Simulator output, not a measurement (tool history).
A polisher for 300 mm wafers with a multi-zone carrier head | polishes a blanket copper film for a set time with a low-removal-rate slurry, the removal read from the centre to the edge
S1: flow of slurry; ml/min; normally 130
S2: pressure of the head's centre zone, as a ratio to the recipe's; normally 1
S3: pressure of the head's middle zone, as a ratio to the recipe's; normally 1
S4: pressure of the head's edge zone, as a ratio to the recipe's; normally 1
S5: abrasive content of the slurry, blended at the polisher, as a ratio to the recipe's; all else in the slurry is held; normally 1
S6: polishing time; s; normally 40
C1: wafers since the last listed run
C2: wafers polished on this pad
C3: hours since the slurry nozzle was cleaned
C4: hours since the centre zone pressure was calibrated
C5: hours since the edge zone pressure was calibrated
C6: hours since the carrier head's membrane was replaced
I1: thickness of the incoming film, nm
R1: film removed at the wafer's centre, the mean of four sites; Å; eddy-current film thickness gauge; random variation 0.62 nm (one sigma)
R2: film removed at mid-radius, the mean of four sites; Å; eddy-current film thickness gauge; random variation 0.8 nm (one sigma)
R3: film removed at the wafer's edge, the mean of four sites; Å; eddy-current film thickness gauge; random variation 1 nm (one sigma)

run   hour   S1    S2    S3    S4   S5  S6   C1   C2     C3     C4     C5     C6      I1    R1   R2    R3
  1      0  130     1     1     1    1  40    0  925  551.2  602.2  664.8  510.8  1064.2   735  832   812
         1  -- worn pad replaced by a new one
  2   17.7  130     1     1     1    1  40  163  163  568.9  619.9  682.5  528.5  1067.4   749  845   848
  3   25.8  130     1     1     1    1  40   79  242    577    628  690.6  536.6  1069.5   754  842   840
  4   32.4  130     1     1     1    1  40   64  306  583.6  634.6  697.2  543.2  1075.3   735  854   836
  5   43.8  130     1     1     1    1  40  111  417    595    646  708.6  554.6  1062.3   736  841   848
  6   58.8  105  1.07     1     1    1  40  146  564    610    661  723.6  569.6    1068   745  801   814
  7   74.5  105  1.07     1     1    1  40  153  717  625.7  676.7  739.3  585.3    1076   743  806   804
  8   90.1  130     1  0.92  1.08    1  40  152  869  641.3  692.3  754.9  600.9  1048.7   712  778   872
      96.9  -- worn pad replaced by a new one
     103.7  -- centre zone pressure recalibrated
  9  116.4  130     1     1  0.96    1  40  198  170  667.6   12.7  781.2  627.2  1076.1   855  857   845
     130.6  -- carrier head's membrane replaced by a new one
 10  131.1  130     1     1     1    1  40   94  265  682.3   27.4  795.9    0.5  1080.3   849  830   844
     137.8  -- slurry nozzle cleaned
 11    147  130     1  0.96  1.04  1.2  46  145  411    9.2   43.3  811.8   16.4  1077.5  1024  959  1034
     160.3  -- edge zone pressure recalibrated
 12  175.2  130  1.09     1     1    1  40  255  666   37.4   71.5   14.9   44.6  1065.4   911  822   833
 13  182.9  130   0.9  0.95  1.05  0.7  40   75  741   45.1   79.2   22.6   52.3    1071   692  713   768
     191.7  -- worn pad replaced by a new one
 14  193.8  130  1.12     1  0.89    1  40   67   20     56   90.1   33.5   63.2    1075   991  880   809
 15  204.6  130     1  1.11  1.12    1  40  105  126   66.8  100.9   44.3     74  1075.3   869  923   929

Alternative continuations, all from the tool just after run 15; predict every row:
  A   205  130     1    1   1     1  40   3  129  67.2  101.3  44.7  74.4  1085.3   ?   ?   ?
  B   205  165  0.93    1   1     1  40   3  129  67.2  101.3  44.7  74.4  1085.3   ?   ?   ?
  C   205  130     1    1   1   1.1  40   3  129  67.2  101.3  44.7  74.4  1085.3   ?   ?   ?
  D   205  130   1.1  1.1   1  1.25  48   3  129  67.2  101.3  44.7  74.4  1085.3   ?   ?   ?

run    R1    R2    R3
  A   870   871   880
  B   837   898   900
  C   892   892   902
  D  1218  1199  1117
Without the tool's unlogged condition, the same runs would have read:
run    R1    R2    R3
  A   884   889   899
  B   851   917   919
  C   906   911   921
  D  1238  1224  1140

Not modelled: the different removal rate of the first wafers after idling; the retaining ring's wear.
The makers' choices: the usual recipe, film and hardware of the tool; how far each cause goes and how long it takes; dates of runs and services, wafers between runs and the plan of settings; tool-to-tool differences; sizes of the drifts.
